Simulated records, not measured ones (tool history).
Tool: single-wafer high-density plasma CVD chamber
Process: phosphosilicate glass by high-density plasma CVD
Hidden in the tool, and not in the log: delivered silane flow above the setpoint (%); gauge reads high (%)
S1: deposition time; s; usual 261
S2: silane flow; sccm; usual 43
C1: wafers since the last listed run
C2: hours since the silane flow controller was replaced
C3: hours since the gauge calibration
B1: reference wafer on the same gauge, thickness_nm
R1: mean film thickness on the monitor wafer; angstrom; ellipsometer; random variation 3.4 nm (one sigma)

| run | hour | S1 | S2 | C1 | C2 | C3 | B1 | R1 |
|---|---|---|---|---|---|---|---|---|
| 1 | 0 | 261 | 43 | 0 | 1740.8 | 795.1 | 1289.607 | 11432.27 |
| 2 | 18.3 | 261 | 43 | 121 | 1759.1 | 813.4 | 1289.721 | 11372.38 |
| 3 | 43.2 | 261 | 43 | 164 | 1784 | 838.3 | 1289.688 | 11410.75 |
| 4 | 60.4 | 243 | 40 | 113 | 1801.2 | 855.5 | 1289.371 | 10006.18 |
| 5 | 72.5 | 243 | 40 | 80 | 1813.3 | 867.6 | 1290.024 | 9992.22 |
| 6 | 105.2 | 243 | 40 | 216 | 1846 | 900.3 | 1289.892 | 10021.11 |
| 7 | 204 | 261 | 43 | 653 | 1944.8 | 999.1 | 1289.348 | 11443.84 |
| 8 | 218.4 | 261 | 43 | 95 | 1959.2 | 1013.5 | 1290.307 | 11439.48 |
| 9 | 252.4 | 261 | 38 | 224 | 1993.2 | 1047.5 | 1290.019 | 10345.13 |
| 10 | 279.7 | 261 | 38 | 180 | 2020.5 | 1074.8 | 1289.631 | 10368.15 |
| 11 | 292.5 | 261 | 43 | 84 | 2033.3 | 1087.6 | 1289.742 | 11399.14 |
| 12 | 311.6 | 261 | 43 | 126 | 2052.4 | 1106.7 | 1289.756 | 11407.29 |
| 13 | 336.9 | 261 | 43 | 167 | 2077.7 | 1132 | 1289.715 | 11534.74 |
|  | 378.8 | silane flow controller replaced |
|  | 403.5 | gauge calibrated |
| 14 | 434.5 | 261 | 47 | 592 | 55.7 | 31 | 1289.839 | 11810.58 |
| 15 | 467.1 | 261 | 47 | 215 | 88.3 | 63.6 | 1289.865 | 11900.5 |
| 16 | 489.1 | 261 | 43 | 145 | 110.3 | 85.6 | 1290.203 | 10946.95 |
| 17 | 506.2 | 261 | 43 | 113 | 127.4 | 102.7 | 1290.055 | 11000.26 |
| 18 | 535.8 | 261 | 43 | 195 | 157 | 132.3 | 1289.772 | 11026.72 |
| 19 | 571.8 | 261 | 43 | 238 | 193 | 168.3 | 1289.706 | 11010.07 |
| 20 | 590.9 | 261 | 37 | 126 | 212.1 | 187.4 | 1289.912 | 9758.19 |
| 21 | 621 | 261 | 43 | 199 | 242.2 | 217.5 | 1290.002 | 11060.77 |
| 22 | 643.9 | 302 | 47 | 151 | 265.1 | 240.4 | 1290.177 | 13819.88 |
| 23 | 656.5 | 294 | 43 | 83 | 277.7 | 253 | 1289.66 | 12460.21 |
| 24 | 689.7 | 261 | 43 | 219 | 310.9 | 286.2 | 1290.152 | 11010.2 |
| 25 | 721.3 | 219 | 51 | 208 | 342.5 | 317.8 | 1290.153 | 10774.08 |
| 26 | 748.8 | 242 | 45 | 181 | 370 | 345.3 | 1290.165 | 10604.25 |
| 27 | 765 | 261 | 43 | 107 | 386.2 | 361.5 | 1290.036 | 11092.03 |
| 28 | 792.6 | 229 | 38 | 182 | 413.8 | 389.1 | 1289.859 | 8801.31 |
| 29 | 818.4 | 261 | 43 | 170 | 439.6 | 414.9 | 1289.645 | 11016.92 |
| 30 | 838.3 | 261 | 43 | 131 | 459.5 | 434.8 | 1289.567 | 11039.54 |
| 31 | 850.8 | 309 | 36 | 82 | 472 | 447.3 | 1290.117 | 11374.84 |
| 32 | 936.3 | 279 | 36 | 565 | 557.5 | 532.8 | 1290.328 | 10337.06 |
| 33 | 972.8 | 281 | 49 | 241 | 594 | 569.3 | 1290.345 | 13341.89 |
| 34 | 1002.7 | 209 | 40 | 197 | 623.9 | 599.2 | 1289.91 | 8407.28 |
| 35 | 1018.4 | 280 | 43 | 103 | 639.6 | 614.9 | 1290.172 | 11926.88 |
| 36 | 1054.3 | 300 | 51 | 237 | 675.5 | 650.8 | 1290.04 | 14762.47 |
| 37 | 1089.9 | 278 | 35 | 235 | 711.1 | 686.4 | 1290.471 | 10145.54 |
| 38 | 1104.7 | 294 | 43 | 97 | 725.9 | 701.2 | 1290.118 | 12547.65 |
| 39 | 1117.4 | 218 | 50 | 83 | 738.6 | 713.9 | 1290.259 | 10534.61 |

4 ways to go on from here, each from the tool as it stands after run 39. What would each give?
| A | 1117.9 | 261 | 43 | 3 | 739.1 | 714.4 | ? | ? |
| B | 1117.9 | 261 | 52 | 3 | 739.1 | 714.4 | ? | ? |
| C | 1117.9 | 312 | 43 | 3 | 739.1 | 714.4 | ? | ? |
| D | 1117.9 | 261 | 48 | 3 | 739.1 | 714.4 | ? | ? |

| run | B1 | R1 |
|---|---|---|
| A | 1290.305 | 11122.31 |
| B | 1290.305 | 13020.39 |
| C | 1290.305 | 13295.64 |
| D | 1290.305 | 12176.8 |
Without the tool's hidden state the same runs would have given:
| run | R1 |
|---|---|
| A | 10962.56 |
| B | 12833.38 |
| C | 13104.67 |
| D | 12001.91 |
